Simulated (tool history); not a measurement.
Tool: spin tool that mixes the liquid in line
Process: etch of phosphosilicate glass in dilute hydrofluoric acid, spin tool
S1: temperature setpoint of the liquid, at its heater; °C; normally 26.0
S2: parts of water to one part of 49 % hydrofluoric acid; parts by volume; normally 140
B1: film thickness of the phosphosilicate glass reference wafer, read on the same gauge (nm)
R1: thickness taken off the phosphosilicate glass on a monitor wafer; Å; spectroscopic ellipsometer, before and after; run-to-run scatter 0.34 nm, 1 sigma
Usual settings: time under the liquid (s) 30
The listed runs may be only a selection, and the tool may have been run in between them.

run 1 hour=0.0 | S1=26.0 S2=140 time_under_the_liquid_(s)=30 | B1=149.95 | R1=349.7
run 2 hour=39.3 | S1=26.0 S2=140 time_under_the_liquid_(s)=30 | B1=150.00 | R1=346.4
run 3 hour=69.5 | S1=26.0 S2=140 time_under_the_liquid_(s)=30 | B1=149.99 | R1=345.4
-- hour=104.6 gauge calibrated
run 4 hour=131.2 | S1=26.0 S2=140 time_under_the_liquid_(s)=30 | B1=149.99 | R1=347.0
run 5 hour=165.3 | S1=26.0 S2=140 time_under_the_liquid_(s)=30 | B1=149.99 | R1=353.8
run 6 hour=204.9 | S1=22.0 S2=140 time_under_the_liquid_(s)=25 | B1=150.05 | R1=250.9
run 7 hour=229.6 | S1=22.0 S2=140 time_under_the_liquid_(s)=25 | B1=150.03 | R1=251.9
run 8 hour=285.6 | S1=22.0 S2=140 time_under_the_liquid_(s)=25 | B1=150.04 | R1=251.5
run 9 hour=322.6 | S1=26.0 S2=140 time_under_the_liquid_(s)=30 | B1=150.05 | R1=351.8
run 10 hour=365.7 | S1=26.0 S2=140 time_under_the_liquid_(s)=45 | B1=149.93 | R1=539.9
run 11 hour=397.1 | S1=26.0 S2=140 time_under_the_liquid_(s)=45 | B1=149.99 | R1=531.1
run 12 hour=480.6 | S1=26.0 S2=140 time_under_the_liquid_(s)=30 | B1=150.03 | R1=352.3
run 13 hour=506.4 | S1=26.0 S2=140 time_under_the_liquid_(s)=30 | B1=150.07 | R1=360.0
run 14 hour=534.7 | S1=26.0 S2=140 time_under_the_liquid_(s)=30 | B1=150.06 | R1=354.3
run 15 hour=581.5 | S1=26.0 S2=140 time_under_the_liquid_(s)=30 | B1=149.96 | R1=360.2
-- hour=588.7 hydrofluoric acid flow meter replaced
run 16 hour=626.0 | S1=26.0 S2=140 time_under_the_liquid_(s)=30 | B1=150.00 | R1=318.9
run 17 hour=670.7 | S1=26.0 S2=175 time_under_the_liquid_(s)=15 | B1=150.04 | R1=121.8
run 18 hour=728.9 | S1=26.0 S2=140 time_under_the_liquid_(s)=40 | B1=149.95 | R1=418.8
run 19 hour=755.9 | S1=21.0 S2=175 time_under_the_liquid_(s)=30 | B1=149.96 | R1=201.5
run 20 hour=806.8 | S1=22.0 S2=100 time_under_the_liquid_(s)=15 | B1=150.03 | R1=201.6
run 21 hour=851.1 | S1=26.0 S2=140 time_under_the_liquid_(s)=15 | B1=149.96 | R1=160.9
run 22 hour=910.4 | S1=23.0 S2=200 time_under_the_liquid_(s)=20 | B1=150.01 | R1=126.0
run 23 hour=973.6 | S1=26.0 S2=140 time_under_the_liquid_(s)=30 | B1=150.02 | R1=326.6
run 24 hour=997.9 | S1=23.0 S2=140 time_under_the_liquid_(s)=45 | B1=150.03 | R1=434.8
run 25 hour=1040.6 | S1=28.5 S2=75 time_under_the_liquid_(s)=40 | B1=150.03 | R1=960.7
-- hour=1048.6 thermometer replaced
run 26 hour=1105.0 | S1=26.0 S2=140 time_under_the_liquid_(s)=30 | B1=150.01 | R1=354.6
-- hour=1107.1 gauge calibrated
run 27 hour=1153.0 | S1=30.5 S2=140 time_under_the_liquid_(s)=45 | B1=150.02 | R1=642.0
run 28 hour=1220.0 | S1=22.5 S2=105 time_under_the_liquid_(s)=20 | B1=150.01 | R1=284.9
run 29 hour=1289.9 | S1=27.5 S2=140 time_under_the_liquid_(s)=30 | B1=149.99 | R1=384.4
run 30 hour=1349.8 | S1=31.0 S2=95 time_under_the_liquid_(s)=40 | B1=149.99 | R1=920.8
run 31 hour=1381.2 | S1=26.0 S2=140 time_under_the_liquid_(s)=20 | B1=149.94 | R1=238.1
run 32 hour=1436.0 | S1=26.0 S2=175 time_under_the_liquid_(s)=45 | B1=149.99 | R1=416.8

Predict each of these 4 candidate next runs independently; none follows another, all start after run 32:
run A hour=1436.4 | S1=30.0 S2=140 time_under_the_liquid_(s)=30 | B1=? | R1=?
run B hour=1436.4 | S1=26.0 S2=85 time_under_the_liquid_(s)=40 | B1=? | R1=?
run C hour=1436.4 | S1=21.5 S2=190 time_under_the_liquid_(s)=45 | B1=? | R1=?
run D hour=1436.4 | S1=22.5 S2=140 time_under_the_liquid_(s)=30 | B1=? | R1=?

run=A B1=149.98 R1=419.9
run=B B1=149.98 R1=846.3
run=C B1=149.98 R1=318.8
run=D B1=149.98 R1=315.3
The same runs, with their run-to-run variation unchanged, on a tool lacking any hidden condition would have given:
run=A R1=396.9
run=B R1=805.8
run=C R1=301.6
run=D R1=299.2
